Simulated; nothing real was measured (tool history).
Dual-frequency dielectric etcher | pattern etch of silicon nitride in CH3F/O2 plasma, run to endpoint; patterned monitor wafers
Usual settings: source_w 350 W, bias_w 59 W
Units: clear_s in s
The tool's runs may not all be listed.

run	hour	source_w	bias_w	wafers since the last listed run	hours since the last wet clean	hours since the last source power generator calibration	hours since the last bias power generator calibration	hours since the last upper electrode change	incoming incoming film thickness, nm	clear_s
1	0	280	59	0	96.5	2971.7	3416.7	3780.1	99	140
2	44.7	280	59	329	141.2	3016.4	3461.4	3824.8	98.4	138.1
3	113.8	280	59	508	210.3	3085.5	3530.5	3893.9	97.9	136.4
4	185.5	350	59	527	282	3157.2	3602.2	3965.6	98.3	126.3
5	221.6	420	47	265	318.1	3193.3	3638.3	4001.7	98.2	126
6	268.8	350	59	347	365.3	3240.5	3685.5	4048.9	98.8	127.3
7	308.4	350	59	291	404.9	3280.1	3725.1	4088.5	98.7	127.9
8	342.3	350	59	249	438.8	3314	3759	4122.4	98.3	126.5
9	389	350	66	343	485.5	3360.7	3805.7	4169.1	98.9	122.8
# hour 459.9: wet clean of the chamber
10	460.4	350	68	348	0.5	3432.1	3877.1	4240.5	98.3	121.1
11	529	350	59	504	69.1	3500.7	3945.7	4309.1	97.3	124.5
# hour 563.6: upper electrode replaced
# hour 714.8: source power generator calibrated
12	722.1	350	59	1215	262.2	7.3	4138.8	158.5	98.3	126.2
13	770	350	59	352	310.1	55.2	4186.7	206.4	98.4	126.9
14	821.8	350	59	381	361.9	107	4238.5	258.2	99.5	127.5
15	851.7	350	59	220	391.8	136.9	4268.4	288.1	99.5	127.4
# hour 894: wet clean of the chamber
16	896.7	350	59	154	2.7	181.9	4313.4	333.1	97.7	125.5
17	931.5	290	46	256	37.5	216.7	4348.2	367.9	98.1	147.4
18	980.8	400	64	362	86.8	266	4397.5	417.2	99	117.3
19	1012.7	350	59	234	118.7	297.9	4429.4	449.1	98	126.4
20	1054.5	390	70	307	160.5	339.7	4471.2	490.9	97.5	114.5
# hour 1067.8: bias power generator calibrated
21	1091.1	420	64	239	197.1	376.3	23.3	527.5	98.2	114.7
22	1120.9	350	45	219	226.9	406.1	53.1	557.3	98.1	138
23	1189.7	310	54	506	295.7	474.9	121.9	626.1	98.6	135.6
24	1274	350	59	620	380	559.2	206.2	710.4	98.8	127.3
25	1324.5	320	72	371	430.5	609.7	256.7	760.9	98.1	121.4
26	1351.6	320	51	199	457.6	636.8	283.8	788	99	138.7
# hour 1409.6: wet clean of the chamber
27	1410.1	430	46	253	0.5	695.3	342.3	846.5	97.1	124.3
28	1453.1	350	59	316	43.5	738.3	385.3	889.5	98.6	126.7
29	1522.1	380	72	507	112.5	807.3	454.3	958.5	98.5	115
30	1570.3	300	52	354	160.7	855.5	502.5	1006.7	97.7	138.3
31	1634.8	420	69	474	225.2	920	567	1071.2	98	112
32	1667	350	59	237	257.4	952.2	599.2	1103.4	99.7	128.4
33	1700.5	350	59	246	290.9	985.7	632.7	1136.9	98.9	127.7
34	1757.9	430	64	422	348.3	1043.1	690.1	1194.3	99	115.4
35	1806.2	330	68	355	396.6	1091.4	738.4	1242.6	98.9	124.5
36	1865.8	350	59	438	456.2	1151	798	1302.2	98.5	125.9

3 ways to go on from here, each from the tool as it stands after run 36. What would each give?
A	1866.3	350	59	3	456.7	1151.5	798.5	1302.7	98.7	?
B	1866.3	270	47	3	456.7	1151.5	798.5	1302.7	98.7	?
C	1866.3	430	48	3	456.7	1151.5	798.5	1302.7	98.7	?

run	clear_s
A	126.8
B	150.7
C	124.8
Without the tool's hidden state the same runs would have given:
run	clear_s
A	126.8
B	150.7
C	124.8
